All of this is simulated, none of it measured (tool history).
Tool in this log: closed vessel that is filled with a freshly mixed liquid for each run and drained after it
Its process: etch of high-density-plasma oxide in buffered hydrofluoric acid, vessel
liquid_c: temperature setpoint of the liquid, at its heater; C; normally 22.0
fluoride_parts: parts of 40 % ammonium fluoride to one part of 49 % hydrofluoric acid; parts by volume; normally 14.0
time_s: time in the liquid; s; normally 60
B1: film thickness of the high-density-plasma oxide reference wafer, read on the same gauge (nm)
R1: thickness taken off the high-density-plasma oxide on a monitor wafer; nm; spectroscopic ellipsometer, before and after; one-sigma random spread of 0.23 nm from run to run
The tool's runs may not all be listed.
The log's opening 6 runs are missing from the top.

{"run": 7, "hour": 493.2, "liquid_c": 22.0, "fluoride_parts": 12.0, "time_s": 60, "B1": 30.0, "R1": 64.12}
{"run": 8, "hour": 731.7, "liquid_c": 22.0, "fluoride_parts": 12.0, "time_s": 60, "B1": 29.98, "R1": 64.77}
{"run": 9, "hour": 783.9, "liquid_c": 22.0, "fluoride_parts": 12.0, "time_s": 60, "B1": 30.0, "R1": 65.36}
{"run": 10, "hour": 860.5, "liquid_c": 18.5, "fluoride_parts": 14.0, "time_s": 45, "B1": 30.01, "R1": 34.39}
{"run": 11, "hour": 934.8, "liquid_c": 18.5, "fluoride_parts": 14.0, "time_s": 45, "B1": 29.97, "R1": 34.57}
{"run": 12, "hour": 985.5, "liquid_c": 22.0, "fluoride_parts": 14.0, "time_s": 35, "B1": 29.99, "R1": 32.99}
{"run": 13, "hour": 1080.4, "liquid_c": 26.5, "fluoride_parts": 10.5, "time_s": 60, "B1": 30.02, "R1": 94.97}
{"hour": 1088.5, "done": "thermometer replaced"}
{"run": 14, "hour": 1120.5, "liquid_c": 25.0, "fluoride_parts": 14.0, "time_s": 60, "B1": 30.02, "R1": 65.25}
{"run": 15, "hour": 1161.0, "liquid_c": 22.0, "fluoride_parts": 14.0, "time_s": 60, "B1": 30.01, "R1": 55.68}
{"run": 16, "hour": 1239.6, "liquid_c": 18.5, "fluoride_parts": 8.5, "time_s": 70, "B1": 30.01, "R1": 84.47}

Predict the results of run 17:
{"run": 17, "hour": 1323.4, "liquid_c": 22.0, "fluoride_parts": 14.0, "time_s": 60, "B1": "?", "R1": "?"}

B1: 29.98
R1: 55.55 nm
If the tool had no hidden condition, the same run with the same run-to-run variation would have returned R1 54.00 nm.
